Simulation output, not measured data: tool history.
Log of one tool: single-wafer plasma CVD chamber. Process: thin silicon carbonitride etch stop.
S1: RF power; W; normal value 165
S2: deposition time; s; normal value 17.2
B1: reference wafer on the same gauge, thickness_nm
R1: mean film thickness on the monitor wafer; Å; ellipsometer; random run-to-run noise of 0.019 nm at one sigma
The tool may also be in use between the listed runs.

run	hour	S1	S2	B1	R1
1	0.0	165	15.4	7.941	79.52
2	23.0	165	17.2	7.943	89.09
3	52.3	165	17.2	7.940	88.72
4	64.7	165	17.2	7.944	88.60
5	89.0	165	17.2	7.943	88.61
6	118.7	190	17.2	7.944	92.34
7	215.4	190	17.2	7.945	92.45
# hour 223.6: thermocouple changed; heater temperature recalibrated
8	250.2	185	18.6	7.944	98.70
# hour 268.1: showerhead replaced
9	279.3	165	17.2	7.941	88.90
10	291.8	165	17.2	7.937	89.00
11	311.1	165	16.2	7.937	83.63
12	339.9	165	16.2	7.941	83.81
13	363.7	165	17.2	7.945	89.16
14	379.8	165	17.2	7.947	88.95
15	404.9	165	13.9	7.941	71.48
16	429.0	165	17.2	7.937	88.91
17	455.0	175	15.7	7.938	82.05
18	474.5	165	13.9	7.930	71.85
19	499.9	185	20.2	7.942	107.33
20	559.4	135	17.2	7.942	84.45
21	593.6	165	17.2	7.935	88.60
# hour 596.3: gauge calibrated
# hour 683.1: RF generator calibrated
22	692.9	135	18.5	7.935	92.48
23	704.9	165	18.2	7.947	95.65
24	724.2	165	14.6	7.930	76.69
25	748.2	165	17.2	7.933	90.47
26	773.0	165	19.4	7.937	101.67
27	804.9	145	14.4	7.939	72.98
28	837.9	150	18.7	7.944	95.63
29	873.4	165	14.0	7.941	73.27
30	929.2	165	17.2	7.947	89.60
31	950.0	165	19.3	7.939	100.89
32	977.6	165	19.9	7.939	103.97
33	1007.6	175	17.2	7.938	90.99
34	1029.5	140	17.2	7.939	85.91
35	1046.0	195	17.2	7.940	93.63
36	1061.2	165	17.2	7.938	89.61
37	1089.3	135	19.9	7.940	98.24

Forecast each of these 3 alternatives for the next run:
A	1089.7	165	17.2	?	?
B	1089.7	145	17.2	?	?
C	1089.7	165	20.0	?	?

run	B1	R1
A	7.940	89.53
B	7.940	86.68
C	7.940	104.11
Take away the tool's hidden state, keep each run's random variation, and the runs would have read:
run	R1
A	90.74
B	87.84
C	105.51

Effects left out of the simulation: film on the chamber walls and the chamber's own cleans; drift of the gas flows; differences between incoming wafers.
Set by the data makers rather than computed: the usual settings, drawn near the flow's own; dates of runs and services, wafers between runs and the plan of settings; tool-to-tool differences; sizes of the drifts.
